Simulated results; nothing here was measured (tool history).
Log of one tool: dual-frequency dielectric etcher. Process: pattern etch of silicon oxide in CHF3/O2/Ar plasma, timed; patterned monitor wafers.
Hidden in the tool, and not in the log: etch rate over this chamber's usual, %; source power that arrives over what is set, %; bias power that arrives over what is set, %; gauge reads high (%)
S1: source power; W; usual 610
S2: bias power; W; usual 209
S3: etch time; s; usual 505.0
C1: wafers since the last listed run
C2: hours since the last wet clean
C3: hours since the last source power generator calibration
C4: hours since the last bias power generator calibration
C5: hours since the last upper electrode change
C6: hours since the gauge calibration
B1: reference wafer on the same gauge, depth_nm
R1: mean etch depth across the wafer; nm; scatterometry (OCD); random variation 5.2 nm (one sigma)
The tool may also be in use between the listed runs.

run	hour	S1	S2	S3	C1	C2	C3	C4	C5	C6	B1	R1
1	0.0	610	242	505.0	0	449.8	1968.2	3205.8	4327.0	1192.0	800.1	946.4
# hour 47.3: wet clean of the chamber, repeated, since the last time left the tool worse
2	47.8	610	242	505.0	100	0.5	2016.0	3253.6	4374.8	1239.8	800.4	1024.0
3	93.0	610	242	505.0	190	45.7	2061.2	3298.8	4420.0	1285.0	801.4	1014.7
4	121.3	610	209	505.0	119	74.0	2089.5	3327.1	4448.3	1313.3	799.9	973.9
5	169.7	730	160	605.5	204	122.4	2137.9	3375.5	4496.7	1361.7	801.2	1166.4
# hour 183.3: bias power generator calibrated
6	237.5	680	209	505.0	268	190.2	2205.7	54.2	4564.5	1429.5	800.8	1017.5
7	278.0	550	229	397.5	170	230.7	2246.2	94.7	4605.0	1470.0	799.9	741.4
8	340.7	650	209	402.5	264	293.4	2308.9	157.4	4667.7	1532.7	800.5	786.6
9	390.3	740	191	505.0	209	343.0	2358.5	207.0	4717.3	1582.3	799.8	1017.4
# hour 406.0: source power generator calibrated
10	451.4	610	209	505.0	240	404.1	45.4	268.1	4778.4	1643.4	799.0	958.3
# hour 522.6: wet clean of the chamber
11	523.1	610	223	505.0	201	0.5	117.1	339.8	4850.1	1715.1	800.8	992.6
12	568.8	610	209	505.0	192	46.2	162.8	385.5	4895.8	1760.8	800.5	960.1
13	628.5	610	249	505.0	251	105.9	222.5	445.2	4955.5	1820.5	801.6	1020.6
14	666.0	750	188	577.5	158	143.4	260.0	482.7	4993.0	1858.0	799.6	1157.2
# hour 689.3: gauge calibrated
15	729.9	550	209	505.0	269	207.3	323.9	546.6	5056.9	40.6	799.7	921.7
# hour 769.1: upper electrode replaced
16	789.7	610	209	505.0	150	267.1	383.7	606.4	20.6	100.4	801.2	963.9
17	860.6	680	209	505.0	298	338.0	454.6	677.3	91.5	171.3	800.6	1000.6
18	886.8	710	209	552.5	110	364.2	480.8	703.5	117.7	197.5	798.3	1120.0
19	954.5	650	158	505.0	285	431.9	548.5	771.2	185.4	265.2	799.9	909.8
20	1004.1	610	209	505.0	209	481.5	598.1	820.8	235.0	314.8	799.5	945.1
21	1047.8	660	209	505.0	184	525.2	641.8	864.5	278.7	358.5	799.8	981.6
# hour 1113.7: wet clean of the chamber
22	1114.2	610	209	505.0	178	0.5	708.2	930.9	345.1	424.9	800.5	979.9
23	1161.7	610	209	505.0	200	48.0	755.7	978.4	392.6	472.4	799.0	967.2
24	1200.2	720	209	616.5	162	86.5	794.2	1016.9	431.1	510.9	799.8	1261.2
25	1240.9	610	209	505.0	171	127.2	834.9	1057.6	471.8	551.6	800.0	970.1
26	1295.7	610	229	598.5	231	182.0	889.7	1112.4	526.6	606.4	800.9	1172.2
27	1363.1	610	178	505.0	284	249.4	957.1	1179.8	594.0	673.8	799.2	913.9
28	1423.3	690	193	564.0	253	309.6	1017.3	1240.0	654.2	734.0	799.9	1113.5

5 ways to go on from here, each from the tool as it stands after run 28. What would each give?
A	1423.9	610	191	505.0	2	310.2	1017.9	1240.6	654.8	734.6	?	?
B	1423.9	570	165	634.5	2	310.2	1017.9	1240.6	654.8	734.6	?	?
C	1423.9	680	250	655.5	2	310.2	1017.9	1240.6	654.8	734.6	?	?
D	1423.9	490	178	599.0	2	310.2	1017.9	1240.6	654.8	734.6	?	?
E	1423.9	700	183	621.5	2	310.2	1017.9	1240.6	654.8	734.6	?	?

run	B1	R1
A	798.9	930.0
B	798.9	1083.2
C	798.9	1381.6
D	798.9	976.7
E	798.9	1200.3
Without the tool's hidden state the same runs would have given:
run	R1
A	941.9
B	1097.0
C	1399.2
D	989.1
E	1215.6
